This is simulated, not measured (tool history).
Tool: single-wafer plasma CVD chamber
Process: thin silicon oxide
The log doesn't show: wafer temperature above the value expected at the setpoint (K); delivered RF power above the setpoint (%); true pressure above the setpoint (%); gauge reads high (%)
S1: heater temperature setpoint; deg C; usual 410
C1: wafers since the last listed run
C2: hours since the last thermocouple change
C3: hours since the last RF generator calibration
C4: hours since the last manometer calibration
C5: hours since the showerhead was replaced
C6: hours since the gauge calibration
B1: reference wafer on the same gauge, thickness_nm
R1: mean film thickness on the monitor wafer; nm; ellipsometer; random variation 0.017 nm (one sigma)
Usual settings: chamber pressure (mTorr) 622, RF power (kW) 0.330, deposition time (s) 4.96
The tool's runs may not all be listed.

Run 1, hour 0.0: usual settings but deposition time (s) 4.21; C1 0; C2 2124.9; C3 920.3; C4 2578.0; C5 2723.0; C6 501.9; B1 7.049. Result: R1 5.819 nm.
Run 2, hour 29.3: usual settings but deposition time (s) 4.21; C1 807; C2 2154.2; C3 949.6; C4 2607.3; C5 2752.3; C6 531.2; B1 7.048. Result: R1 5.774 nm.
Run 3, hour 61.5: usual settings but chamber pressure (mTorr) 687; C1 887; C2 2186.4; C3 981.8; C4 2639.5; C5 2784.5; C6 563.4; B1 7.048. Result: R1 7.516 nm.
Run 4, hour 83.0: usual settings but chamber pressure (mTorr) 687; C1 592; C2 2207.9; C3 1003.3; C4 2661.0; C5 2806.0; C6 584.9; B1 7.049. Result: R1 7.479 nm.
Run 5, hour 96.3: usual settings but chamber pressure (mTorr) 687; C1 366; C2 2221.2; C3 1016.6; C4 2674.3; C5 2819.3; C6 598.2; B1 7.047. Result: R1 7.490 nm.
Run 6, hour 116.5: usual settings but deposition time (s) 4.28; C1 556; C2 2241.4; C3 1036.8; C4 2694.5; C5 2839.5; C6 618.4; B1 7.048. Result: R1 5.847 nm.
Run 7, hour 133.9: usual settings; C1 479; C2 2258.8; C3 1054.2; C4 2711.9; C5 2856.9; C6 635.8; B1 7.052. Result: R1 6.742 nm.
Run 8, hour 158.3: usual settings but chamber pressure (mTorr) 509; C1 672; C2 2283.2; C3 1078.6; C4 2736.3; C5 2881.3; C6 660.2; B1 7.050. Result: R1 5.492 nm.
Run 9, hour 170.8: usual settings but chamber pressure (mTorr) 512, deposition time (s) 4.52; C1 344; C2 2295.7; C3 1091.1; C4 2748.8; C5 2893.8; C6 672.7; B1 7.051. Result: R1 5.030 nm.
Run 10, hour 195.3: usual settings but S1 417 deg C; C1 675; C2 2320.2; C3 1115.6; C4 2773.3; C5 2918.3; C6 697.2; B1 7.049. Result: R1 6.701 nm.
Run 11, hour 290.7: usual settings but S1 417 deg C; C1 2629; C2 2415.6; C3 1211.0; C4 2868.7; C5 3013.7; C6 792.6; B1 7.051. Result: R1 6.615 nm.
Run 12, hour 306.8: usual settings but S1 417 deg C; C1 443; C2 2431.7; C3 1227.1; C4 2884.8; C5 3029.8; C6 808.7; B1 7.052. Result: R1 6.607 nm.
Run 13, hour 325.3: usual settings but RF power (kW) 0.305; C1 509; C2 2450.2; C3 1245.6; C4 2903.3; C5 3048.3; C6 827.2; B1 7.050. Result: R1 6.410 nm.
Run 14, hour 340.1: usual settings; C1 407; C2 2465.0; C3 1260.4; C4 2918.1; C5 3063.1; C6 842.0; B1 7.049. Result: R1 6.642 nm.
At hour 361.6: gauge calibrated.
Run 15, hour 370.3: usual settings but RF power (kW) 0.305, deposition time (s) 4.50; C1 832; C2 2495.2; C3 1290.6; C4 2948.3; C5 3093.3; C6 8.7; B1 7.051. Result: R1 5.780 nm.
At hour 407.1: capacitance manometer re-zeroed and calibrated.
Run 16, hour 407.6: usual settings but deposition time (s) 4.34; C1 807; C2 2532.5; C3 1327.9; C4 0.5; C5 3130.6; C6 46.0; B1 7.049. Result: R1 6.246 nm.
Run 17, hour 434.8: usual settings; C1 749; C2 2559.7; C3 1355.1; C4 27.7; C5 3157.8; C6 73.2; B1 7.048. Result: R1 7.161 nm.
Run 18, hour 462.0: usual settings but chamber pressure (mTorr) 482, deposition time (s) 5.90; C1 749; C2 2586.9; C3 1382.3; C4 54.9; C5 3185.0; C6 100.4; B1 7.051. Result: R1 6.542 nm.
Run 19, hour 486.2: usual settings but S1 422 deg C, RF power (kW) 0.290, deposition time (s) 4.31; C1 666; C2 2611.1; C3 1406.5; C4 79.1; C5 3209.2; C6 124.6; B1 7.050. Result: R1 5.789 nm.
Run 20, hour 517.5: usual settings but RF power (kW) 0.295, deposition time (s) 4.42; C1 862; C2 2642.4; C3 1437.8; C4 110.4; C5 3240.5; C6 155.9; B1 7.052. Result: R1 6.025 nm.

Run 21 comes next. What will it give?
At hour 534.6: thermocouple changed; heater temperature recalibrated.
Run 21, hour 541.3: usual settings but deposition time (s) 5.50; C1 435; C2 6.7; C3 1461.6; C4 134.2; C5 3264.3; C6 179.7; B1 ?. Result: R1 ?.

Run 21 gave B1 7.051, R1 7.868 nm.
Without the tool's hidden state the same run would have given R1 8.266 nm.
